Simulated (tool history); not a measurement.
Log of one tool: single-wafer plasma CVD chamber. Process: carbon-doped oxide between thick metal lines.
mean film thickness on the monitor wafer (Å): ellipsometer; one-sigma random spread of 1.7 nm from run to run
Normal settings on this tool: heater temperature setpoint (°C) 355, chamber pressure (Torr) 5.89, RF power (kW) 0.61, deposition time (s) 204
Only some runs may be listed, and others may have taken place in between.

run	hour	heater temperature setpoint (°C)	chamber pressure (Torr)	RF power (kW)	deposition time (s)	wafers since the last listed run	hours since the last thermocouple change	hours since the last RF generator calibration	hours since the last manometer calibration	hours since the showerhead was replaced	hours since the gauge calibration	read-back reference wafer on the same gauge, thickness_nm	mean film thickness on the monitor wafer (Å)
1	0	355	5.89	0.61	204	0	1057.5	1836.7	2125.9	7215.2	8.8	1319.872	10909
2	10	355	5.89	0.61	204	103	1067.5	1846.7	2135.9	7225.2	18.8	1320.501	10866.13
3	22.7	355	5.89	0.61	204	131	1080.2	1859.4	2148.6	7237.9	31.5	1319.743	10861.57
4	39.5	355	5.89	0.61	204	174	1097	1876.2	2165.4	7254.7	48.3	1319.546	10859.02
5	49.1	355	5.89	0.61	204	99	1106.6	1885.8	2175	7264.3	57.9	1319.906	10871.1
# hour 66: capacitance manometer re-zeroed and calibrated
6	66.5	359	5.89	0.61	204	97	1124	1903.2	0.5	7281.7	75.3	1319.188	10752.17
7	80.2	359	5.89	0.61	204	141	1137.7	1916.9	14.2	7295.4	89	1320.792	10714.01
8	90	355	5.89	0.61	204	101	1147.5	1926.7	24	7305.2	98.8	1321.145	10821.42
9	98.5	370	5.41	0.705	204	88	1156	1935.2	32.5	7313.7	107.3	1320.169	11557.63
# hour 118.1: RF generator calibrated
# hour 124: thermocouple changed; heater temperature recalibrated
10	124.5	348	5.89	0.61	241	125	0.5	6.4	58.5	7339.7	133.3	1320.47	13750.43
11	124.9	355	5.89	0.61	204	4	0.9	6.8	58.9	7340.1	133.7	1319.747	11420.01
# hour 145.7: showerhead replaced
12	146.2	355	5.89	0.61	204	137	22.2	28.1	80.2	0.5	155	1319.915	11459.49
13	154.4	355	5.42	0.72	204	84	30.4	36.3	88.4	8.7	163.2	1320.332	12809.36
# hour 158.2: gauge calibrated
14	171.3	349	5.89	0.61	182	175	47.3	53.2	105.3	25.6	13.1	1320.176	10382.93
15	185	349	5.89	0.61	163	141	61	66.9	119	39.3	26.8	1320.048	9254.84
16	201.1	342	5.89	0.61	204	166	77.1	83	135.1	55.4	42.9	1319.878	11833.66

A few steps of mean film thickness on the monitor wafer (Å) between consecutive runs. Split each: what settings, incoming material and random variation would produce without the hidden state, and what is left over for the hidden state, along with gauge scatter present in only one of the two compared results (measured, and without hidden state):
The hidden state here: wafer temperature above the value expected at the setpoint (K); delivered RF power above the setpoint (%); true pressure above the setpoint (%); gauge reads high (%).
Run 9 -> 10: heater temperature setpoint (°C) 370 -> 348, chamber pressure (Torr) 5.41 -> 5.89, RF power (kW) 0.705 -> 0.61, deposition time (s) 204 -> 241, RF generator calibrated, thermocouple changed; heater temperature recalibrated. mean film thickness on the monitor wafer (Å) +2192.8: hidden state +617.25, all else +1575.55.
Run 15 -> 16: heater temperature setpoint (°C) 349 -> 342, deposition time (s) 163 -> 204. mean film thickness on the monitor wafer (Å) +2578.82: hidden state -16.72, all else +2595.54.
